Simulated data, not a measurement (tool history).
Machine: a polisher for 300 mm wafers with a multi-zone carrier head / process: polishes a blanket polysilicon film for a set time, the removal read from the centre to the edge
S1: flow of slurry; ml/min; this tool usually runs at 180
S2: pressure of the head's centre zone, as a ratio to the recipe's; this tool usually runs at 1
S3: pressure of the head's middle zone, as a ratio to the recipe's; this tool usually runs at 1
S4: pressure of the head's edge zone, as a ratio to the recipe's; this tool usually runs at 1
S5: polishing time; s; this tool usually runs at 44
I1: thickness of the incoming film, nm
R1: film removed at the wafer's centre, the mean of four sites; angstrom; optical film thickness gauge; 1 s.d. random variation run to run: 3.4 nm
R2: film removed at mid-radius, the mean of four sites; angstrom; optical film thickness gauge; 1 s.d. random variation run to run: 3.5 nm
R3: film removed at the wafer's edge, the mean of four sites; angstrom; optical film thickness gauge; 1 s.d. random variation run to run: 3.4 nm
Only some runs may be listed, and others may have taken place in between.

run 1 hour=0 | S1=180 S2=1 S3=1 S4=0.93 S5=44 | I1=1550.3 | R1=3533 R2=3351 R3=3479
-- hour=23.2 worn pad replaced by a new one
run 2 hour=107.5 | S1=180 S2=1 S3=1 S4=0.93 S5=44 | I1=1563.9 | R1=3538 R2=3373 R3=3440
run 3 hour=127.4 | S1=165 S2=1 S3=1 S4=0.92 S5=44 | I1=1561.1 | R1=3464 R2=3332 R3=3305
-- hour=140.4 worn pad replaced by a new one
run 4 hour=157 | S1=230 S2=1 S3=1 S4=1 S5=55 | I1=1580 | R1=4706 R2=4461 R3=4601
run 5 hour=176.2 | S1=180 S2=1 S3=1 S4=1 S5=44 | I1=1545 | R1=3572 R2=3401 R3=3500
run 6 hour=208.9 | S1=180 S2=1 S3=1 S4=1 S5=44 | I1=1550.2 | R1=3530 R2=3337 R3=3500
-- hour=240.6 worn pad replaced by a new one
-- hour=241.1 carrier head's membrane replaced by a new one
run 7 hour=241.6 | S1=180 S2=1 S3=1 S4=1 S5=44 | I1=1597.5 | R1=3578 R2=3396 R3=3510
run 8 hour=256.1 | S1=180 S2=1 S3=1 S4=1 S5=44 | I1=1575.7 | R1=3557 R2=3374 R3=3556
-- hour=257.8 slurry nozzle cleaned
run 9 hour=288.6 | S1=180 S2=1 S3=1 S4=1.07 S5=54 | I1=1577.1 | R1=4825 R2=4481 R3=4766
run 10 hour=305.5 | S1=210 S2=1 S3=1 S4=1 S5=44 | I1=1560.1 | R1=4057 R2=3739 R3=3789
run 11 hour=340.9 | S1=240 S2=1 S3=0.94 S4=1 S5=44 | I1=1598.4 | R1=4167 R2=3557 R3=3798
-- hour=367.8 worn pad replaced by a new one
-- hour=368.9 edge zone pressure recalibrated
run 12 hour=376 | S1=180 S2=1 S3=1 S4=1 S5=44 | I1=1571.3 | R1=3890 R2=3590 R3=3672
run 13 hour=397.1 | S1=180 S2=1 S3=1 S4=1.07 S5=54 | I1=1554.1 | R1=4743 R2=4382 R3=4608
-- hour=422.5 centre zone pressure recalibrated
run 14 hour=423 | S1=115 S2=1.07 S3=1.05 S4=1 S5=37 | I1=1602.6 | R1=2755 R2=2690 R3=2812
run 15 hour=437.1 | S1=180 S2=0.96 S3=1 S4=0.89 S5=33 | I1=1586.9 | R1=2598 R2=2638 R3=2598
-- hour=482.7 worn pad replaced by a new one
run 16 hour=529.9 | S1=120 S2=1 S3=1 S4=1 S5=44 | I1=1586.2 | R1=3041 R2=3051 R3=3305
run 17 hour=554 | S1=205 S2=1.09 S3=0.95 S4=0.94 S5=44 | I1=1582 | R1=4018 R2=3411 R3=3501
run 18 hour=580.2 | S1=180 S2=1 S3=0.92 S4=1 S5=44 | I1=1545.6 | R1=3544 R2=3236 R3=3584

State the hidden condition of the tool at each of the runs:
removal rate lost through wear of the pad, %: 0 on each run
deviation of the edge zone's pressure from its setpoint, %: 0 on each run
H1: slurry flow missing at the pad, %
H2: deviation of the centre zone's pressure from its setpoint, %
run=1 H1=28.4 H2=1.74
run=2 H1=31.7 H2=3.2
run=3 H1=32.1 H2=3.47
run=4 H1=32.6 H2=3.87
run=5 H1=32.9 H2=4.13
run=6 H1=33.3 H2=4.57
run=7 H1=33.7 H2=5.02
run=8 H1=33.8 H2=5.21
run=9 H1=5.69 H2=5.65
run=10 H1=8.34 H2=5.88
run=11 H1=13.1 H2=6.36
run=12 H1=16.9 H2=6.84
run=13 H1=18.8 H2=7.12
run=14 H1=20.9 H2=0.377
run=15 H1=21.9 H2=0.568
run=16 H1=26.6 H2=1.83
run=17 H1=27.5 H2=2.15
run=18 H1=28.3 H2=2.51
